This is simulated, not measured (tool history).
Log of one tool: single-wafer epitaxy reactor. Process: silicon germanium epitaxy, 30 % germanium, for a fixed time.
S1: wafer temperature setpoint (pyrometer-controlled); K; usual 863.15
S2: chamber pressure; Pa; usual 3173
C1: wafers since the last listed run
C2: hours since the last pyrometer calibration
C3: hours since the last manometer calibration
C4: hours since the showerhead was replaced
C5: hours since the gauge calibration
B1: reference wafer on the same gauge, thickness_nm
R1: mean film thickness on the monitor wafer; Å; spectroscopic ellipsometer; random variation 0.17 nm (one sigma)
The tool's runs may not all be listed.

{"run": 1, "hour": 0.0, "S1": 863.15, "S2": 3173, "C1": 0, "C2": 2286.3, "C3": 2736.3, "C4": 7011.5, "C5": 22.0, "B1": 64.89, "R1": 520.87}
{"run": 2, "hour": 15.0, "S1": 863.15, "S2": 3173, "C1": 232, "C2": 2301.3, "C3": 2751.3, "C4": 7026.5, "C5": 37.0, "B1": 64.902, "R1": 523.68}
{"run": 3, "hour": 49.4, "S1": 863.15, "S2": 3173, "C1": 533, "C2": 2335.7, "C3": 2785.7, "C4": 7060.9, "C5": 71.4, "B1": 64.872, "R1": 523.72}
{"run": 4, "hour": 65.0, "S1": 863.15, "S2": 3173, "C1": 241, "C2": 2351.3, "C3": 2801.3, "C4": 7076.5, "C5": 87.0, "B1": 64.931, "R1": 520.1}
{"run": 5, "hour": 71.9, "S1": 863.15, "S2": 3173, "C1": 106, "C2": 2358.2, "C3": 2808.2, "C4": 7083.4, "C5": 93.9, "B1": 64.942, "R1": 520.92}
{"run": 6, "hour": 89.1, "S1": 873.15, "S2": 3173, "C1": 266, "C2": 2375.4, "C3": 2825.4, "C4": 7100.6, "C5": 111.1, "B1": 64.973, "R1": 620.26}
{"run": 7, "hour": 98.6, "S1": 873.15, "S2": 3173, "C1": 147, "C2": 2384.9, "C3": 2834.9, "C4": 7110.1, "C5": 120.6, "B1": 64.844, "R1": 622.97}
{"run": 8, "hour": 110.6, "S1": 858.15, "S2": 3173, "C1": 185, "C2": 2396.9, "C3": 2846.9, "C4": 7122.1, "C5": 132.6, "B1": 64.854, "R1": 475.23}
{"run": 9, "hour": 126.1, "S1": 863.15, "S2": 3173, "C1": 240, "C2": 2412.4, "C3": 2862.4, "C4": 7137.6, "C5": 148.1, "B1": 64.842, "R1": 519.55}
{"run": 10, "hour": 132.9, "S1": 863.15, "S2": 3173, "C1": 105, "C2": 2419.2, "C3": 2869.2, "C4": 7144.4, "C5": 154.9, "B1": 64.918, "R1": 522.11}
{"hour": 147.9, "done": "capacitance manometer re-zeroed and calibrated"}
{"run": 11, "hour": 148.4, "S1": 863.15, "S2": 3173, "C1": 116, "C2": 2434.7, "C3": 0.5, "C4": 7159.9, "C5": 170.4, "B1": 64.906, "R1": 517.94}
{"run": 12, "hour": 156.7, "S1": 863.15, "S2": 3173, "C1": 128, "C2": 2443.0, "C3": 8.8, "C4": 7168.2, "C5": 178.7, "B1": 64.931, "R1": 521.57}
{"run": 13, "hour": 171.9, "S1": 863.15, "S2": 3680, "C1": 235, "C2": 2458.2, "C3": 24.0, "C4": 7183.4, "C5": 193.9, "B1": 64.936, "R1": 549.11}
{"hour": 181.0, "done": "pyrometer calibrated"}
{"run": 14, "hour": 188.1, "S1": 863.15, "S2": 3173, "C1": 127, "C2": 7.1, "C3": 40.2, "C4": 7199.6, "C5": 210.1, "B1": 64.923, "R1": 572.94}
{"hour": 197.5, "done": "showerhead replaced"}
{"run": 15, "hour": 199.0, "S1": 863.15, "S2": 3173, "C1": 44, "C2": 18.0, "C3": 51.1, "C4": 1.5, "C5": 221.0, "B1": 64.934, "R1": 573.12}
{"run": 16, "hour": 210.2, "S1": 863.15, "S2": 3173, "C1": 173, "C2": 29.2, "C3": 62.3, "C4": 12.7, "C5": 232.2, "B1": 65.004, "R1": 570.61}
{"run": 17, "hour": 220.9, "S1": 863.15, "S2": 3773, "C1": 165, "C2": 39.9, "C3": 73.0, "C4": 23.4, "C5": 242.9, "B1": 64.929, "R1": 609.29}
{"hour": 225.7, "done": "gauge calibrated"}
{"run": 18, "hour": 236.4, "S1": 872.15, "S2": 3173, "C1": 240, "C2": 55.4, "C3": 88.5, "C4": 38.9, "C5": 10.7, "B1": 64.999, "R1": 665.95}
{"run": 19, "hour": 250.1, "S1": 863.15, "S2": 3453, "C1": 212, "C2": 69.1, "C3": 102.2, "C4": 52.6, "C5": 24.4, "B1": 64.897, "R1": 590.64}
{"run": 20, "hour": 261.3, "S1": 863.15, "S2": 3613, "C1": 173, "C2": 80.3, "C3": 113.4, "C4": 63.8, "C5": 35.6, "B1": 64.903, "R1": 598.76}
{"run": 21, "hour": 275.2, "S1": 857.15, "S2": 2466, "C1": 215, "C2": 94.2, "C3": 127.3, "C4": 77.7, "C5": 49.5, "B1": 65.029, "R1": 463.74}
{"run": 22, "hour": 290.2, "S1": 876.15, "S2": 3720, "C1": 232, "C2": 109.2, "C3": 142.3, "C4": 92.7, "C5": 64.5, "B1": 64.89, "R1": 758.21}
{"run": 23, "hour": 304.0, "S1": 856.15, "S2": 2880, "C1": 213, "C2": 123.0, "C3": 156.1, "C4": 106.5, "C5": 78.3, "B1": 64.906, "R1": 483.83}

How the hidden state differs across the entries between the runs, from the last listed run before each to the first after it:
Between runs 10 and 11: capacitance manometer re-zeroed and calibrated (hour 147.9)
  wafer temperature above the value expected at the setpoint (K): -5.74 -> -5.78
  measured less the result without the state, R1: -56.32 -> -56.31 Å
Between runs 13 and 14: pyrometer calibrated (hour 181.0)
  wafer temperature above the value expected at the setpoint (K): -5.84 -> -0.467
  measured less the result without the state, R1: -60.38 -> -4.77 Å
Between runs 14 and 15: showerhead replaced (hour 197.5)
  wafer temperature above the value expected at the setpoint (K): -0.467 -> -0.496
  measured less the result without the state, R1: -4.77 -> -5.07 Å
Between runs 17 and 18: gauge calibrated (hour 225.7)
  wafer temperature above the value expected at the setpoint (K): -0.554 -> -0.596
  measured less the result without the state, R1: -6.03 -> -6.95 Å

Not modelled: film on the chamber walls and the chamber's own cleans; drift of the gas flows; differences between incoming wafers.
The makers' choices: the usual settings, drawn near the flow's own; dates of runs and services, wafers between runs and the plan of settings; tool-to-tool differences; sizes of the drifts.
